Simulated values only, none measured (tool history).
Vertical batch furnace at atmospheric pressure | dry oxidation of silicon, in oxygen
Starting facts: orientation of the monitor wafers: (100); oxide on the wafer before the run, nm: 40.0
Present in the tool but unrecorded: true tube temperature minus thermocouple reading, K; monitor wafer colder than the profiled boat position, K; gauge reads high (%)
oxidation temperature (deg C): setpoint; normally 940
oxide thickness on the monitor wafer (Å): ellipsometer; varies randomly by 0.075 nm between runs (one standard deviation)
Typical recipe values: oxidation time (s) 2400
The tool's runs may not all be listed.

run	hour	oxidation temperature (deg C)	oxidation time (s)	wafers since the last listed run	hours since the last temperature calibration	hours since the boat lift was adjusted	hours since the gauge calibration	read-back reference wafer on the same gauge, thickness	oxide thickness on the monitor wafer (Å)
1	0.0	922	2400	0	2359.5	3107.8	146.8	55.21	477.6
2	30.4	940	2400	539	2389.9	3138.2	177.2	55.21	503.1
3	116.9	940	2400	1533	2476.4	3224.7	263.7	55.18	502.0
4	146.0	940	2400	515	2505.5	3253.8	292.8	55.19	503.1
5	181.9	940	2400	636	2541.4	3289.7	328.7	55.21	504.1
6	206.9	940	2070	443	2566.4	3314.7	353.7	55.18	488.1
7	223.2	922	2070	289	2582.7	3331.0	370.0	55.21	467.3
8	248.2	922	2070	443	2607.7	3356.0	395.0	55.22	467.0
# hour 296.5: boat lift adjusted
9	307.7	940	2400	629	2667.2	11.2	454.5	55.21	503.0
10	339.4	946	2400	562	2698.9	42.9	486.2	55.20	512.7
11	380.3	940	2400	725	2739.8	83.8	527.1	55.17	503.7
12	398.7	940	2400	326	2758.2	102.2	545.5	55.22	503.9
13	428.1	940	2400	521	2787.6	131.6	574.9	55.22	503.3
14	465.2	940	2400	657	2824.7	168.7	612.0	55.21	503.9
# hour 523.9: gauge calibrated
15	535.2	940	2400	1241	2894.7	238.7	11.3	55.20	503.4
# hour 582.0: thermocouples replaced and temperature profile calibrated
16	582.5	940	2400	413	0.5	286.0	58.6	55.24	508.0
17	587.1	940	2400	81	5.1	290.6	63.2	55.20	508.3
18	609.7	940	2400	400	27.7	313.2	85.8	55.24	508.0
19	639.4	919	3420	526	57.4	342.9	115.5	55.19	515.5
20	660.8	940	2400	379	78.8	364.3	136.9	55.19	508.7
21	688.7	940	2400	494	106.7	392.2	164.8	55.22	508.6
22	719.3	952	1830	542	137.3	422.8	195.4	55.20	494.6
23	736.9	940	2400	312	154.9	440.4	213.0	55.21	507.9
24	762.2	940	3570	448	180.2	465.7	238.3	55.22	561.9
25	793.5	924	3090	554	211.5	497.0	269.6	55.21	512.4
# hour 819.8: thermocouples replaced and temperature profile calibrated, repeated, since the last time left the tool worse
26	820.3	926	2850	49	0.5	523.8	296.4	55.20	495.8
27	840.6	947	3060	359	20.8	544.1	316.7	55.21	538.9
28	860.6	958	1350	354	40.8	564.1	336.7	55.20	468.2
29	879.9	932	1350	342	60.1	583.4	356.0	55.18	448.4
30	913.4	940	3420	593	93.6	616.9	389.5	55.22	542.7
31	927.4	940	3270	248	107.6	630.9	403.5	55.22	536.4
32	944.7	940	1980	306	124.9	648.2	420.8	55.21	481.2
33	980.4	932	1350	632	160.6	683.9	456.5	55.20	447.9
34	1007.8	919	2070	485	188.0	711.3	483.9	55.19	460.6
35	1031.5	919	3390	420	211.7	735.0	507.6	55.18	503.6
36	1047.7	940	2400	287	227.9	751.2	523.8	55.17	500.2
37	1062.6	931	1800	264	242.8	766.1	538.7	55.24	464.4
38	1090.9	924	2400	501	271.1	794.4	567.0	55.21	477.6

What if the next run were any one of these 5? Each begins from the tool's condition after run 38:
A	1095.6	940	1410	83	275.8	799.1	571.7	?	?
B	1095.6	918	2400	83	275.8	799.1	571.7	?	?
C	1095.6	917	3540	83	275.8	799.1	571.7	?	?
D	1095.6	940	2820	83	275.8	799.1	571.7	?	?
E	1095.6	948	3000	83	275.8	799.1	571.7	?	?

run	read-back reference wafer on the same gauge, thickness	oxide thickness on the monitor wafer (Å)
A	55.18	456.2
B	55.18	470.3
C	55.18	504.3
D	55.18	517.5
E	55.18	539.0
Had the tool no hidden state, the same runs would have come out as:
run	oxide thickness on the monitor wafer (Å)
A	456.1
B	470.1
C	504.0
D	517.3
E	538.7

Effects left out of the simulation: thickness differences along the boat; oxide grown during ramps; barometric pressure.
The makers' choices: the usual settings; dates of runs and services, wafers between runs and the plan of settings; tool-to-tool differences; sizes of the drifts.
